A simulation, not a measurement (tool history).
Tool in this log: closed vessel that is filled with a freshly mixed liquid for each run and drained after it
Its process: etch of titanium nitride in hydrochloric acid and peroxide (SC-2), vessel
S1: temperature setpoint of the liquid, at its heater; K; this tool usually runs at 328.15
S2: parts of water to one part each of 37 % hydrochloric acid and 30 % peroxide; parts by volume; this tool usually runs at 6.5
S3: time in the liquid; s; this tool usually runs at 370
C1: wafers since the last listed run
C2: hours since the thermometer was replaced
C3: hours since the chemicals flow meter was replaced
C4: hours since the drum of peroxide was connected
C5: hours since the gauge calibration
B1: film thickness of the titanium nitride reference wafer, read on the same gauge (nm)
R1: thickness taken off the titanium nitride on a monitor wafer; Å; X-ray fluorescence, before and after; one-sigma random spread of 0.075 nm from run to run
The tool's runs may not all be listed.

run 1 day=0.000 | S1=328.15 S2=6.5 S3=370 | C1=0 C2=1481.7 C3=1916.9 C4=1149.4 C5=738.3 | B1=49.98 | R1=113.2
run 2 day=1.012 | S1=328.15 S2=6.5 S3=370 | C1=2579 C2=1506.0 C3=1941.2 C4=1173.7 C5=762.6 | B1=50.04 | R1=112.5
run 3 day=3.071 | S1=328.15 S2=6.5 S3=370 | C1=5243 C2=1555.4 C3=1990.6 C4=1223.1 C5=812.0 | B1=49.99 | R1=112.9
run 4 day=4.142 | S1=328.15 S2=6.5 S3=370 | C1=2727 C2=1581.1 C3=2016.3 C4=1248.8 C5=837.7 | B1=49.99 | R1=112.7
run 5 day=6.412 | S1=328.15 S2=6.5 S3=370 | C1=5784 C2=1635.6 C3=2070.8 C4=1303.3 C5=892.2 | B1=50.01 | R1=112.6
-- day=8.967 new drum of peroxide connected
run 6 day=9.100 | S1=328.15 S2=6.5 S3=250 | C1=6739 C2=1700.1 C3=2135.3 C4=3.2 C5=956.7 | B1=49.99 | R1=80.8
run 7 day=10.358 | S1=328.15 S2=6.5 S3=250 | C1=3205 C2=1730.3 C3=2165.5 C4=33.4 C5=986.9 | B1=49.99 | R1=81.2
run 8 day=12.258 | S1=328.15 S2=6.5 S3=370 | C1=4839 C2=1775.9 C3=2211.1 C4=79.0 C5=1032.5 | B1=50.00 | R1=119.0
run 9 day=14.371 | S1=328.15 S2=6.5 S3=370 | C1=5381 C2=1826.6 C3=2261.8 C4=129.7 C5=1083.2 | B1=50.00 | R1=118.9
run 10 day=16.600 | S1=336.15 S2=6.5 S3=370 | C1=5678 C2=1880.1 C3=2315.3 C4=183.2 C5=1136.7 | B1=50.01 | R1=197.7
run 11 day=18.025 | S1=336.15 S2=6.5 S3=370 | C1=3629 C2=1914.3 C3=2349.5 C4=217.4 C5=1170.9 | B1=49.97 | R1=196.4
-- day=19.017 chemicals flow meter replaced
run 12 day=19.258 | S1=336.15 S2=6.5 S3=370 | C1=3035 C2=1943.9 C3=5.8 C4=247.0 C5=1200.5 | B1=50.00 | R1=195.3
run 13 day=21.279 | S1=334.15 S2=4.5 S3=295 | C1=5147 C2=1992.4 C3=54.3 C4=295.5 C5=1249.0 | B1=50.00 | R1=182.8
run 14 day=23.642 | S1=318.15 S2=6.5 S3=370 | C1=6017 C2=2049.1 C3=111.0 C4=352.2 C5=1305.7 | B1=50.03 | R1=60.4
run 15 day=25.712 | S1=334.15 S2=4.5 S3=295 | C1=5274 C2=2098.8 C3=160.7 C4=401.9 C5=1355.4 | B1=50.04 | R1=178.0
run 16 day=27.208 | S1=328.15 S2=6.5 S3=575 | C1=3810 C2=2134.7 C3=196.6 C4=437.8 C5=1391.3 | B1=50.00 | R1=183.7
run 17 day=29.996 | S1=332.15 S2=9.0 S3=455 | C1=7100 C2=2201.6 C3=263.5 C4=504.7 C5=1458.2 | B1=49.99 | R1=144.7
run 18 day=31.021 | S1=331.15 S2=6.5 S3=250 | C1=2610 C2=2226.2 C3=288.1 C4=529.3 C5=1482.8 | B1=50.00 | R1=95.1
run 19 day=33.654 | S1=328.15 S2=6.5 S3=495 | C1=6707 C2=2289.4 C3=351.3 C4=592.5 C5=1546.0 | B1=50.01 | R1=157.0
run 20 day=34.675 | S1=319.65 S2=5.0 S3=260 | C1=2600 C2=2313.9 C3=375.8 C4=617.0 C5=1570.5 | B1=50.02 | R1=57.1
-- day=35.225 gauge calibrated
run 21 day=36.242 | S1=319.65 S2=9.0 S3=240 | C1=3990 C2=2351.5 C3=413.4 C4=654.6 C5=24.4 | B1=49.98 | R1=33.3
run 22 day=37.633 | S1=318.65 S2=6.5 S3=370 | C1=3544 C2=2384.9 C3=446.8 C4=688.0 C5=57.8 | B1=50.02 | R1=61.1
-- day=40.108 thermometer replaced
run 23 day=40.571 | S1=334.15 S2=6.5 S3=370 | C1=7376 C2=11.1 C3=517.3 C4=758.5 C5=128.3 | B1=49.98 | R1=169.7
run 24 day=41.775 | S1=328.15 S2=4.0 S3=245 | C1=3067 C2=40.0 C3=546.2 C4=787.4 C5=157.2 | B1=50.04 | R1=109.0
run 25 day=44.579 | S1=336.15 S2=6.5 S3=370 | C1=7142 C2=107.3 C3=613.5 C4=854.7 C5=224.5 | B1=50.01 | R1=192.5
run 26 day=49.825 | S1=328.15 S2=8.5 S3=370 | C1=13362 C2=233.2 C3=739.4 C4=980.6 C5=350.4 | B1=49.99 | R1=92.6
run 27 day=51.817 | S1=328.15 S2=6.5 S3=370 | C1=5073 C2=281.0 C3=787.2 C4=1028.4 C5=398.2 | B1=50.01 | R1=114.5

Run 28 is up next; what results do you expect?
run 28 day=53.550 | S1=332.65 S2=9.0 S3=510 | C1=4415 C2=322.6 C3=828.8 C4=1070.0 C5=439.8 | B1=? | R1=?

Run 28 produced B1 50.00, R1 162.2 Å.
Were there no unlogged condition in the tool, this run, its random variation unchanged, would have produced R1 169.8 Å.
